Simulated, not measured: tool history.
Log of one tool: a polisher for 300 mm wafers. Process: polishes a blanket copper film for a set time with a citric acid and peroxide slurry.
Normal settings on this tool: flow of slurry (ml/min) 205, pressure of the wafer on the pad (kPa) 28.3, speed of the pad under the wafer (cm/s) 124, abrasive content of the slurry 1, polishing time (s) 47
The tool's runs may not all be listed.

run    hour  flow of slurry (ml/min)  pressure of the wafer on the pad (kPa)  speed of the pad under the wafer (cm/s)  abrasive content of the slurry  polishing time (s)  incoming thickness of the incoming film, nm  film removed (Å)
  1       0                      205                                    28.3                                      124                               1                  55                                        618.5              1645
  2    36.4                      205                                    28.3                                      124                               1                  55                                        621.1              1674
       41.1  -- head pressure recalibrated
  3    87.1                      205                                    28.3                                      124                               1                  55                                        630.4              1613
  4   132.3                      205                                    28.3                                      124                               1                  47                                        614.9              1351
      170.2  -- worn pad replaced by a new one
  5   192.9                      205                                    28.3                                      124                               1                  47                                        614.6              1411
  6   259.8                      205                                    28.3                                      124                               1                  47                                        622.7              1345
      311.6  -- slurry blender recalibrated
      316.1  -- slurry nozzle cleaned
  7   349.9                      205                                    28.3                                      124                               1                  47                                          621              1416
      493.5  -- worn pad replaced by a new one
  8   592.2                      205                                    28.3                                      124                               1                  47                                        618.4              1338
  9   643.7                      205                                    28.3                                      124                               1                  47                                          620              1308
      659.5  -- slurry blender recalibrated
      668.6  -- slurry nozzle cleaned
 10   745.2                      205                                    28.3                                      124                               1                  47                                        618.8              1377
 11   796.4                      205                                    28.3                                      124                            1.15                  47                                          616              1401
      806.8  -- worn pad replaced by a new one
 12     888                      205                                    28.3                                      124                               1                  47                                        622.5              1342
 13   954.3                      205                                    28.3                                      124                               1                  47                                        622.7              1292
 14    1000                      170                                    28.3                                      144                            1.25                  63                                        623.6              2059
     1067.2  -- slurry blender recalibrated
     1068.5  -- slurry nozzle cleaned
 15    1069                      205                                    28.3                                      124                               1                  33                                        612.7               981
     1151.5  -- worn pad replaced by a new one
 16  1164.6                      205                                    28.3                                      124                               1                  47                                        611.1              1451
 17  1229.5                      260                                    20.7                                      124                             0.9                  63                                        619.4              1386
       1253  -- head pressure recalibrated
 18  1359.5                      140                                    35.9                                      124                               1                  57                                        617.9              1823
     1388.6  -- slurry nozzle cleaned
 19  1413.4                      145                                    28.3                                      166                            1.25                  38                                        623.8              1323
     1445.9  -- slurry blender recalibrated
     1542.4  -- worn pad replaced by a new one
 20    1636                      230                                    28.3                                      124                               1                  38                                        607.1              1103
 21  1714.2                      145                                    28.3                                      124                             1.1                  41                                        614.2              1083
 22  1790.3                      205                                    28.3                                      124                               1                  47                                        629.3              1245
     1807.4  -- slurry nozzle cleaned
 23  1836.5                      205                                    23.4                                      124                             1.1                  47                                        616.1              1038

3 options for the next run, each taken on its own from the tool as it stands now. Forecast them:
  A  1836.9                      205                                    28.3                                      124                               1                  47                                        624.9                 ?
  B  1836.9                      205                                    28.3                                      124                             0.7                  53                                        624.9                 ?
  C  1836.9                      205                                    20.7                                      124                               1                  47                                        624.9                 ?

run  film removed (Å)
  A              1236
  B              1240
  C               919
With no hidden state in the tool, these same runs would have given:
run  film removed (Å)
  A              1544
  B              1531
  C              1148

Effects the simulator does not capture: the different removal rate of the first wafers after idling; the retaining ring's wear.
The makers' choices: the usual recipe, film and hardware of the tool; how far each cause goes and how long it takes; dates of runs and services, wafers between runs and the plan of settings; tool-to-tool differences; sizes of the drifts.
